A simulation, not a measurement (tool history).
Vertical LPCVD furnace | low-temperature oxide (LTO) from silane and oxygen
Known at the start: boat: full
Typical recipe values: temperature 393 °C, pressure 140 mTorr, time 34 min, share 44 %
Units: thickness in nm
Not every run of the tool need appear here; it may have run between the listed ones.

run,hour,temperature,pressure,time,share,wafers since the last listed run,hours since the last temperature calibration,hours since the pressure gauge was zeroed,hours since the silane flow controller was replaced,hours since the gauge calibration,"read-back reference wafer on the same gauge, thickness",thickness
1,0,393,140,34,46,0,3389.2,1529.8,5514.4,245.7,194.21,210.46
2,66,393,140,34,46,921,3455.2,1595.8,5580.4,311.7,194.19,210.58
3,108.2,393,140,34,46,589,3497.4,1638,5622.6,353.9,194.1,211.4
4,173.3,393,140,34,44,909,3562.5,1703.1,5687.7,419,193.93,201.08
5,212.8,393,140,34,44,551,3602,1742.6,5727.2,458.5,194.07,200.95
6,238.2,393,140,34,40,354,3627.4,1768,5752.6,483.9,194.16,181.43
7,263.9,393,140,34,40,358,3653.1,1793.7,5778.3,509.6,193.99,180.13
# hour 390.2: thermocouples replaced and temperature profile calibrated
8,435.6,393,140,34,40,2062,45.4,1965.4,5950,681.3,193.93,179.31
9,477.4,393,140,34,44,583,87.2,2007.2,5991.8,723.1,193.89,200.35
# hour 544.3: gauge calibrated
# hour 552.9: pressure gauge zeroed
10,553.4,393,140,34,44,726,163.2,0.5,6067.8,9.1,193.84,214.11
11,593,393,140,34,44,552,202.8,40.1,6107.4,48.7,193.93,209.07
12,621,393,140,34,44,390,230.8,68.1,6135.4,76.7,193.94,210.42
13,669.1,393,140,34,47,671,278.9,116.2,6183.5,124.8,193.93,224.8
# hour 719.3: silane flow controller replaced
14,767.4,393,140,34,44,1037,377.2,214.5,48.1,223.1,194.14,207.44
15,812,393,140,34,44,622,421.8,259.1,92.7,267.7,194.08,209.31
16,842,393,125,44.5,42,418,451.8,289.1,122.7,297.7,193.85,230.09
17,877.9,393,140,34,44,501,487.7,325,158.6,333.6,194.09,209.15
18,978.4,393,125,34,44,1403,588.2,425.5,259.1,434.1,193.8,184
19,1025.5,385,125,45.5,37,657,635.3,472.6,306.2,481.2,194,179.6
20,1059,384,115,46,50,467,668.8,506.1,339.7,514.7,194.08,233.99
21,1097.8,393,140,27.5,50,541,707.6,544.9,378.5,553.5,193.83,188.6

For run 22, what comes out?
22,1134.4,404,140,34,44,511,744.2,581.5,415.1,590.1,?,?

read-back reference wafer on the same gauge, thickness: 193.92
thickness: 230.89 nm
Without the tool's hidden state the same run would have given thickness 236.46 nm.
